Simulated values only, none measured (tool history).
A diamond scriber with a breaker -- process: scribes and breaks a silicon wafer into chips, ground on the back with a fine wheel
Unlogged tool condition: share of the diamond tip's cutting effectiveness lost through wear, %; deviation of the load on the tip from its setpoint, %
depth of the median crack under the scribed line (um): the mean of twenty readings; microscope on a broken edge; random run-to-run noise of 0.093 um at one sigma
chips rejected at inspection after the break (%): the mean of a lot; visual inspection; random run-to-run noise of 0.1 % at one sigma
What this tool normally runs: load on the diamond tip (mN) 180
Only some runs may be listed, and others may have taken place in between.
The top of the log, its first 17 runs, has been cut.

run      day  load on the diamond tip (mN)  wafers since the last listed run  hours since the diamond tip was replaced  hours since the load on the tip was calibrated  incoming depth of the damage left on the back of the incoming wafer, um  depth of the median crack under the scribed line (um)  chips rejected at inspection after the break (%)
      68.946  -- load on the tip recalibrated
 18   71.862                           234                               678                                     910.1                                            70.0                                                                     2.75                                                  13.25                                              7.70
      74.804  -- diamond tip replaced by a new one
 19   75.962                           180                               317                                      27.8                                           168.4                                                                     2.35                                                  10.18                                              2.62
 20   79.525                           212                               281                                     113.3                                           253.9                                                                     1.69                                                  11.94                                              3.61
 21   82.329                           139                               221                                     180.6                                           321.2                                                                     2.70                                                   7.76                                             11.55
 22   86.438                           130                               325                                     279.2                                           419.8                                                                     2.80                                                   7.15                                             16.77
 23   90.858                           137                               349                                     385.3                                           525.9                                                                     2.14                                                   7.62                                             10.14
 24   92.396                           227                               121                                     422.2                                           562.8                                                                     2.31                                                  13.06                                              5.93
 25   94.071                           180                               132                                     462.4                                           603.0                                                                     1.89                                                  10.20                                              2.17
 26   97.792                           180                               294                                     551.7                                           692.3                                                                     1.51                                                  10.35                                              2.10
 27   99.362                           196                               124                                     589.4                                           730.0                                                                     1.77                                                  11.15                                              2.58
 28  101.467                           202                               166                                     639.9                                           780.5                                                                     2.35                                                  11.58                                              3.52
 29  105.596                           167                               326                                     739.0                                           879.6                                                                     2.86                                                   9.54                                              4.41
 30  107.975                           222                               188                                     796.1                                           936.7                                                                     1.56                                                  12.65                                              5.03

Each row is a separate what-if for the run after 30, all from the same tool condition, not one after another. Results?
  A  107.996                           180                                 1                                     796.6                                           937.2                                                                     2.74                                                      ?                                                 ?
  B  107.996                           217                                 1                                     796.6                                           937.2                                                                     2.74                                                      ?                                                 ?
  C  107.996                           138                                 1                                     796.6                                           937.2                                                                     2.74                                                      ?                                                 ?

run  depth of the median crack under the scribed line (um)  chips rejected at inspection after the break (%)
  A                                                  10.24                                              3.45
  B                                                  12.24                                              5.25
  C                                                   7.69                                             11.77
Without the tool's unlogged condition, the same runs would have read:
run  depth of the median crack under the scribed line (um)  chips rejected at inspection after the break (%)
  A                                                  10.24                                              3.45
  B                                                  12.24                                              5.25
  C                                                   7.69                                             11.77

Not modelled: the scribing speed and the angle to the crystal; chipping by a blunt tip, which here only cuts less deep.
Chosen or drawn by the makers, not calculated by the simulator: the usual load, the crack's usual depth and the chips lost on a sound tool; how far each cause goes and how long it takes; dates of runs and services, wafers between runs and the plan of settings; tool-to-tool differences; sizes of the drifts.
